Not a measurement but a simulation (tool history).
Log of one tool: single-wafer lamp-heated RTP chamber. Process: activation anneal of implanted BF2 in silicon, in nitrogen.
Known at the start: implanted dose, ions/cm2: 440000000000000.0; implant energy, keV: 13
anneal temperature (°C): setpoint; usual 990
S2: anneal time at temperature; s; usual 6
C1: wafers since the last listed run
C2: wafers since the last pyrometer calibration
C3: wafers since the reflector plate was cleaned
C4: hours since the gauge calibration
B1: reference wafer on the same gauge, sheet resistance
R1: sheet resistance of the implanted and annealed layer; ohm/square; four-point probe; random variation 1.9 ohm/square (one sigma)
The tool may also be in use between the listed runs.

{"run": 1, "day": 0.0, "anneal temperature (°C)": 990, "S2": 6, "C1": 0, "C2": 6189, "C3": 1326, "C4": 1103, "B1": 323.53, "R1": 359.19}
{"day": 0.896, "done": "pyrometer window cleaned and pyrometer calibrated"}
{"run": 2, "day": 1.875, "anneal temperature (°C)": 990, "S2": 6, "C1": 438, "C2": 278, "C3": 1765, "C4": 1148, "B1": 322.59, "R1": 375.62}
{"run": 3, "day": 3.875, "anneal temperature (°C)": 990, "S2": 6, "C1": 569, "C2": 847, "C3": 2334, "C4": 1196, "B1": 323.02, "R1": 372.51}
{"run": 4, "day": 6.246, "anneal temperature (°C)": 982, "S2": 6, "C1": 675, "C2": 1523, "C3": 3009, "C4": 1252.9, "B1": 323.65, "R1": 390.02}
{"run": 5, "day": 9.417, "anneal temperature (°C)": 982, "S2": 6, "C1": 902, "C2": 2425, "C3": 3912, "C4": 1329, "B1": 323.1, "R1": 388.9}
{"run": 6, "day": 12.4, "anneal temperature (°C)": 990, "S2": 6, "C1": 849, "C2": 3275, "C3": 4762, "C4": 1400.6, "B1": 322.85, "R1": 375.5}
{"run": 7, "day": 14.017, "anneal temperature (°C)": 990, "S2": 6, "C1": 460, "C2": 3735, "C3": 5222, "C4": 1439.4, "B1": 323.01, "R1": 374.46}
{"day": 15.562, "done": "reflector plate cleaned"}
{"run": 8, "day": 16.979, "anneal temperature (°C)": 990, "S2": 6, "C1": 748, "C2": 4484, "C3": 403, "C4": 1510.5, "B1": 322.74, "R1": 365.53}
{"run": 9, "day": 19.792, "anneal temperature (°C)": 975, "S2": 6, "C1": 800, "C2": 5285, "C3": 1203, "C4": 1578, "B1": 322.75, "R1": 381.11}
{"day": 22.238, "done": "pyrometer window cleaned and pyrometer calibrated"}
{"run": 10, "day": 22.729, "anneal temperature (°C)": 975, "S2": 6, "C1": 741, "C2": 139, "C3": 1945, "C4": 1648.5, "B1": 322.34, "R1": 401.1}
{"run": 11, "day": 25.438, "anneal temperature (°C)": 975, "S2": 6, "C1": 771, "C2": 910, "C3": 2716, "C4": 1713.5, "B1": 322.9, "R1": 394.67}
{"run": 12, "day": 28.346, "anneal temperature (°C)": 990, "S2": 6, "C1": 828, "C2": 1739, "C3": 3544, "C4": 1783.3, "B1": 323.74, "R1": 375.59}
{"day": 28.833, "done": "gauge calibrated"}
{"run": 13, "day": 30.917, "anneal temperature (°C)": 990, "S2": 6, "C1": 732, "C2": 2471, "C3": 4276, "C4": 50, "B1": 322.97, "R1": 372.58}
{"day": 36.604, "done": "reflector plate cleaned"}
{"run": 14, "day": 37.558, "anneal temperature (°C)": 990, "S2": 6, "C1": 1796, "C2": 4267, "C3": 271, "C4": 209.4, "B1": 322.91, "R1": 366.24}
{"run": 15, "day": 39.871, "anneal temperature (°C)": 990, "S2": 6, "C1": 658, "C2": 4925, "C3": 930, "C4": 264.9, "B1": 323.26, "R1": 366.76}
{"run": 16, "day": 41.746, "anneal temperature (°C)": 990, "S2": 6, "C1": 533, "C2": 5459, "C3": 1464, "C4": 309.9, "B1": 322.83, "R1": 364.66}
{"day": 43.658, "done": "pyrometer window cleaned and pyrometer calibrated"}
{"run": 17, "day": 43.679, "anneal temperature (°C)": 990, "S2": 6, "C1": 455, "C2": 6, "C3": 1919, "C4": 356.3, "B1": 322.79, "R1": 375.14}
{"run": 18, "day": 46.283, "anneal temperature (°C)": 990, "S2": 6, "C1": 741, "C2": 747, "C3": 2661, "C4": 418.8, "B1": 322.85, "R1": 376.38}
{"run": 19, "day": 47.304, "anneal temperature (°C)": 990, "S2": 6, "C1": 290, "C2": 1038, "C3": 2951, "C4": 443.3, "B1": 323.93, "R1": 379.8}
{"run": 20, "day": 48.317, "anneal temperature (°C)": 966, "S2": 5, "C1": 288, "C2": 1326, "C3": 3240, "C4": 467.6, "B1": 323.3, "R1": 424.67}
{"run": 21, "day": 50.317, "anneal temperature (°C)": 970, "S2": 8, "C1": 569, "C2": 1896, "C3": 3809, "C4": 515.6, "B1": 322.96, "R1": 401.13}
{"run": 22, "day": 51.925, "anneal temperature (°C)": 1000, "S2": 5, "C1": 457, "C2": 2354, "C3": 4267, "C4": 554.2, "B1": 323.15, "R1": 365.69}
{"run": 23, "day": 54.362, "anneal temperature (°C)": 990, "S2": 8, "C1": 694, "C2": 3048, "C3": 4961, "C4": 612.7, "B1": 322.86, "R1": 366.14}
{"day": 55.092, "done": "reflector plate cleaned"}
{"run": 24, "day": 56.946, "anneal temperature (°C)": 990, "S2": 6, "C1": 640, "C2": 3688, "C3": 527, "C4": 674.7, "B1": 323.08, "R1": 368.48}
{"run": 25, "day": 59.371, "anneal temperature (°C)": 990, "S2": 8, "C1": 690, "C2": 4379, "C3": 1218, "C4": 732.9, "B1": 323.51, "R1": 362.9}
{"run": 26, "day": 61.317, "anneal temperature (°C)": 990, "S2": 7, "C1": 554, "C2": 4933, "C3": 1772, "C4": 779.6, "B1": 322.82, "R1": 365.55}
{"run": 27, "day": 62.842, "anneal temperature (°C)": 990, "S2": 9, "C1": 434, "C2": 5367, "C3": 2206, "C4": 816.2, "B1": 323.27, "R1": 355.57}
{"day": 65.033, "done": "pyrometer window cleaned and pyrometer calibrated"}
{"run": 28, "day": 65.054, "anneal temperature (°C)": 1016, "S2": 8, "C1": 535, "C2": 5, "C3": 2741, "C4": 869.3, "B1": 322.76, "R1": 342.84}
{"run": 29, "day": 65.867, "anneal temperature (°C)": 990, "S2": 6, "C1": 231, "C2": 237, "C3": 2973, "C4": 888.8, "B1": 322.9, "R1": 375.75}
{"run": 30, "day": 68.358, "anneal temperature (°C)": 966, "S2": 4, "C1": 709, "C2": 946, "C3": 3682, "C4": 948.6, "B1": 323.03, "R1": 428.91}
{"run": 31, "day": 69.825, "anneal temperature (°C)": 964, "S2": 6, "C1": 417, "C2": 1364, "C3": 4100, "C4": 983.8, "B1": 322.57, "R1": 429.15}
{"run": 32, "day": 71.083, "anneal temperature (°C)": 990, "S2": 6, "C1": 358, "C2": 1722, "C3": 4458, "C4": 1014, "B1": 322.61, "R1": 375.16}
{"run": 33, "day": 73.171, "anneal temperature (°C)": 1013, "S2": 3, "C1": 594, "C2": 2317, "C3": 5052, "C4": 1064.1, "B1": 323.03, "R1": 364.6}
{"run": 34, "day": 74.633, "anneal temperature (°C)": 975, "S2": 9, "C1": 416, "C2": 2733, "C3": 5469, "C4": 1099.2, "B1": 322.58, "R1": 386.24}
{"day": 78.075, "done": "reflector plate cleaned"}
{"run": 35, "day": 80.096, "anneal temperature (°C)": 990, "S2": 5, "C1": 1460, "C2": 4194, "C3": 575, "C4": 1230.3, "B1": 322.62, "R1": 371.88}
{"run": 36, "day": 83.046, "anneal temperature (°C)": 990, "S2": 6, "C1": 839, "C2": 5034, "C3": 1415, "C4": 1301.1, "B1": 323.06, "R1": 366.45}

Forecast each of these 3 alternatives for the next run:
{"run": "A", "day": 83.062, "anneal temperature (°C)": 990, "S2": 6, "C1": 4, "C2": 5038, "C3": 1420, "C4": 1301.5, "B1": "?", "R1": "?"}
{"run": "B", "day": 83.062, "anneal temperature (°C)": 1020, "S2": 3, "C1": 4, "C2": 5038, "C3": 1420, "C4": 1301.5, "B1": "?", "R1": "?"}
{"run": "C", "day": 83.062, "anneal temperature (°C)": 1008, "S2": 9, "C1": 4, "C2": 5038, "C3": 1420, "C4": 1301.5, "B1": "?", "R1": "?"}

run=A B1=322.83 R1=369.5
run=B B1=322.83 R1=354.04
run=C B1=322.83 R1=343.76
Without the tool's hidden state the same runs would have given:
run=A R1=379.86
run=B R1=360.62
run=C R1=349.49

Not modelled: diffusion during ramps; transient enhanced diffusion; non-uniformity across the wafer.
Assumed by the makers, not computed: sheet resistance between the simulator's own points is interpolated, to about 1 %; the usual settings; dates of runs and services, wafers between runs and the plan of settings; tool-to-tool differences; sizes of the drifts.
